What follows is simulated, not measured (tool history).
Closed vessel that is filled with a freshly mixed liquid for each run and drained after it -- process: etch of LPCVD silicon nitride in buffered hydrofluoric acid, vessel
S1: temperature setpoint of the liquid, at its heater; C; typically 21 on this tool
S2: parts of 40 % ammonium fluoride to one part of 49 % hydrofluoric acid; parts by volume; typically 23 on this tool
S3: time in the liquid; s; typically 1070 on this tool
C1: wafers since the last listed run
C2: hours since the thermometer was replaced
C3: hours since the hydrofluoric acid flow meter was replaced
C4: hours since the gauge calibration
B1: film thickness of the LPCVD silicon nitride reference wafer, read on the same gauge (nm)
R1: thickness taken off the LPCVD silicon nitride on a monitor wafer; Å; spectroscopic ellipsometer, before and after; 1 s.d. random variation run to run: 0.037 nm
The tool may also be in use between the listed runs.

Run 1, hour 0: usual settings; C1 0; C2 254.2; C3 1572.1; C4 99.7; B1 130. Result: R1 53.9 Å.
Run 2, hour 38.4: usual settings; C1 2186; C2 292.6; C3 1610.5; C4 138.1; B1 130.05. Result: R1 53 Å.
Run 3, hour 67.1: usual settings; C1 1633; C2 321.3; C3 1639.2; C4 166.8; B1 129.93. Result: R1 53.5 Å.
Run 4, hour 139: usual settings but S2 19.5 parts by volume, S3 1430 s; C1 4093; C2 393.2; C3 1711.1; C4 238.7; B1 130.03. Result: R1 81.6 Å.
Run 5, hour 208.9: usual settings but S2 19.5 parts by volume, S3 1430 s; C1 3979; C2 463.1; C3 1781; C4 308.6; B1 129.99. Result: R1 81.3 Å.
Run 6, hour 275.2: usual settings; C1 3774; C2 529.4; C3 1847.3; C4 374.9; B1 129.98. Result: R1 53.7 Å.
Run 7, hour 329: usual settings; C1 3063; C2 583.2; C3 1901.1; C4 428.7; B1 129.96. Result: R1 54 Å.
Run 8, hour 394.3: usual settings; C1 3717; C2 648.5; C3 1966.4; C4 494; B1 130.03. Result: R1 53.6 Å.
Run 9, hour 441.5: usual settings; C1 2687; C2 695.7; C3 2013.6; C4 541.2; B1 129.98. Result: R1 54.3 Å.
Run 10, hour 491.5: usual settings but S1 19.5 C, S2 27 parts by volume; C1 2846; C2 745.7; C3 2063.6; C4 591.2; B1 130. Result: R1 44.4 Å.
At hour 501.3: thermometer replaced.
At hour 576.7: hydrofluoric acid flow meter replaced.
Run 11, hour 632.5: usual settings but S1 19.5 C, S2 27 parts by volume; C1 7913; C2 131.2; C3 55.8; C4 732.2; B1 130.01. Result: R1 44.4 Å.
Run 12, hour 664: usual settings but S1 19.5 C, S2 27 parts by volume; C1 1793; C2 162.7; C3 87.3; C4 763.7; B1 130.04. Result: R1 44.9 Å.
Run 13, hour 717.3: usual settings but S1 24 C; C1 3034; C2 216; C3 140.6; C4 817; B1 129.99. Result: R1 63.5 Å.
Run 14, hour 787.1: usual settings but S2 20.5 parts by volume; C1 3973; C2 285.8; C3 210.4; C4 886.8; B1 129.99. Result: R1 58.2 Å.
Run 15, hour 853.1: usual settings; C1 3757; C2 351.8; C3 276.4; C4 952.8; B1 130.02. Result: R1 54.3 Å.
Run 16, hour 919.1: usual settings; C1 3757; C2 417.8; C3 342.4; C4 1018.8; B1 130.03. Result: R1 53.8 Å.
Run 17, hour 966: usual settings; C1 2670; C2 464.7; C3 389.3; C4 1065.7; B1 130. Result: R1 53.7 Å.

Run 18 is up next; what results do you expect?
At hour 1018.1: gauge calibrated.
Run 18, hour 1042.2: usual settings but S1 24.5 C, S2 29 parts by volume, S3 1405 s; C1 4338; C2 540.9; C3 465.5; C4 24.1; B1 ?. Result: R1 ?.

For run 18 the tool returned B1 130, R1 73.3 Å.
Had the tool carried no hidden state, the very same run would have given R1 73.3 Å.
